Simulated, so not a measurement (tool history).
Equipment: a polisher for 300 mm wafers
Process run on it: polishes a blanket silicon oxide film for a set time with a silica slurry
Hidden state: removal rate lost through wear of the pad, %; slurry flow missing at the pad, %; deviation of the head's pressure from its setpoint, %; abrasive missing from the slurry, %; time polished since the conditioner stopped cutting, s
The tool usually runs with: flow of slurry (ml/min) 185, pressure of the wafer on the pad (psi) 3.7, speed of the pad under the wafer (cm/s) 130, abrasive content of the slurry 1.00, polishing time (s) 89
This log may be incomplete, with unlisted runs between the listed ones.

| run | hour | flow of slurry (ml/min) | pressure of the wafer on the pad (psi) | speed of the pad under the wafer (cm/s) | abrasive content of the slurry | polishing time (s) | wafers since the last listed run | wafers polished on this pad | hours since the slurry nozzle was cleaned | hours since the head pressure was calibrated | hours since the slurry blender was calibrated | hours since the conditioning disc was replaced | incoming thickness of the incoming film, nm | film removed (angstrom) |
|---|---|---|---|---|---|---|---|---|---|---|---|---|---|---|
| 1 | 0.0 | 185 | 3.7 | 130 | 1.00 | 89 | 0 | 444 | 585.7 | 515.5 | 342.5 | 176.6 | 1726.7 | 2563 |
|  | 30.8 | worn pad replaced by a new one |
| 2 | 41.0 | 185 | 3.7 | 130 | 1.00 | 89 | 242 | 66 | 626.7 | 556.5 | 383.5 | 217.6 | 1706.4 | 2504 |
| 3 | 48.6 | 185 | 3.7 | 130 | 1.00 | 89 | 49 | 116 | 634.3 | 564.1 | 391.1 | 225.2 | 1720.6 | 2461 |
| 4 | 55.6 | 185 | 3.7 | 130 | 1.00 | 106 | 45 | 162 | 641.3 | 571.1 | 398.1 | 232.2 | 1684.0 | 3008 |
| 5 | 65.4 | 185 | 3.7 | 130 | 1.00 | 106 | 64 | 226 | 651.1 | 580.9 | 407.9 | 242.0 | 1683.0 | 3041 |
|  | 70.2 | head pressure recalibrated |
| 6 | 73.9 | 185 | 3.7 | 130 | 1.00 | 106 | 42 | 268 | 659.6 | 3.7 | 416.4 | 250.5 | 1727.2 | 3007 |
|  | 83.6 | conditioning disc replaced and pad reconditioned |
| 7 | 89.2 | 185 | 3.7 | 130 | 1.00 | 89 | 86 | 355 | 674.9 | 19.0 | 431.7 | 5.6 | 1722.6 | 2501 |
|  | 92.8 | slurry blender recalibrated |
| 8 | 109.4 | 185 | 4.8 | 130 | 1.00 | 106 | 119 | 475 | 695.1 | 39.2 | 16.6 | 25.8 | 1691.8 | 3857 |
| 9 | 115.4 | 185 | 3.7 | 130 | 1.00 | 89 | 39 | 514 | 701.1 | 45.2 | 22.6 | 31.8 | 1706.8 | 2499 |
|  | 122.2 | slurry nozzle cleaned |
| 10 | 132.7 | 185 | 3.7 | 130 | 1.00 | 89 | 106 | 620 | 10.5 | 62.5 | 39.9 | 49.1 | 1683.2 | 2704 |
|  | 142.4 | worn pad replaced by a new one |
| 11 | 150.2 | 160 | 3.7 | 112 | 1.15 | 89 | 88 | 51 | 28.0 | 80.0 | 57.4 | 66.6 | 1703.7 | 2520 |
| 12 | 164.7 | 185 | 3.7 | 90 | 1.00 | 89 | 94 | 146 | 42.5 | 94.5 | 71.9 | 81.1 | 1677.8 | 2099 |
| 13 | 179.5 | 185 | 3.7 | 130 | 1.00 | 89 | 96 | 242 | 57.3 | 109.3 | 86.7 | 95.9 | 1682.3 | 2762 |
| 14 | 188.0 | 155 | 3.7 | 130 | 1.20 | 89 | 55 | 298 | 65.8 | 117.8 | 95.2 | 104.4 | 1715.3 | 2824 |
| 15 | 203.9 | 185 | 3.2 | 96 | 1.20 | 89 | 104 | 402 | 81.7 | 133.7 | 111.1 | 120.3 | 1717.8 | 1985 |
| 16 | 215.9 | 185 | 3.7 | 130 | 1.00 | 89 | 78 | 481 | 93.7 | 145.7 | 123.1 | 132.3 | 1731.0 | 2726 |
| 17 | 232.2 | 185 | 3.7 | 94 | 0.80 | 89 | 106 | 587 | 110.0 | 162.0 | 139.4 | 148.6 | 1677.6 | 1882 |
|  | 245.0 | worn pad replaced by a new one |
| 18 | 245.7 | 185 | 2.5 | 130 | 1.00 | 71 | 62 | 4 | 123.5 | 175.5 | 152.9 | 162.1 | 1677.6 | 1474 |
| 19 | 260.5 | 185 | 3.7 | 130 | 1.00 | 89 | 96 | 101 | 138.3 | 190.3 | 167.7 | 176.9 | 1678.2 | 2702 |
| 20 | 266.9 | 185 | 4.9 | 130 | 1.00 | 101 | 41 | 143 | 144.7 | 196.7 | 174.1 | 183.3 | 1713.7 | 4124 |
| 21 | 273.8 | 185 | 3.7 | 130 | 1.00 | 89 | 45 | 188 | 151.6 | 203.6 | 181.0 | 190.2 | 1709.4 | 2722 |
| 22 | 302.5 | 185 | 4.7 | 130 | 1.20 | 66 | 187 | 376 | 180.3 | 232.3 | 209.7 | 218.9 | 1724.8 | 2695 |
| 23 | 344.3 | 185 | 5.0 | 130 | 1.00 | 89 | 273 | 649 | 222.1 | 274.1 | 251.5 | 260.7 | 1732.4 | 3545 |
| 24 | 351.9 | 185 | 3.7 | 130 | 1.00 | 106 | 49 | 699 | 229.7 | 281.7 | 259.1 | 268.3 | 1707.0 | 3196 |
|  | 364.6 | worn pad replaced by a new one |
| 25 | 365.1 | 185 | 3.7 | 130 | 1.00 | 98 | 60 | 3 | 242.9 | 294.9 | 272.3 | 281.5 | 1732.2 | 2947 |
|  | 367.1 | conditioning disc replaced and pad reconditioned |
| 26 | 370.0 | 220 | 3.7 | 148 | 1.00 | 89 | 18 | 22 | 247.8 | 299.8 | 277.2 | 2.9 | 1715.5 | 3090 |
| 27 | 384.4 | 185 | 3.7 | 130 | 1.30 | 89 | 94 | 116 | 262.2 | 314.2 | 291.6 | 17.3 | 1708.5 | 2878 |

Alternative continuations, all from the tool just after run 27; predict every row:
| A | 384.8 | 185 | 3.7 | 162 | 1.00 | 89 | 2 | 119 | 262.6 | 314.6 | 292.0 | 17.7 | 1728.4 | ? |
| B | 384.8 | 185 | 3.7 | 166 | 1.25 | 68 | 2 | 119 | 262.6 | 314.6 | 292.0 | 17.7 | 1728.4 | ? |
| C | 384.8 | 220 | 2.4 | 174 | 1.00 | 75 | 2 | 119 | 262.6 | 314.6 | 292.0 | 17.7 | 1728.4 | ? |

| run | film removed (angstrom) |
|---|---|
| A | 3167 |
| B | 2705 |
| C | 1883 |
With no hidden state in the tool, these same runs would have given:
| run | film removed (angstrom) |
|---|---|
| A | 3258 |
| B | 2783 |
| C | 1929 |
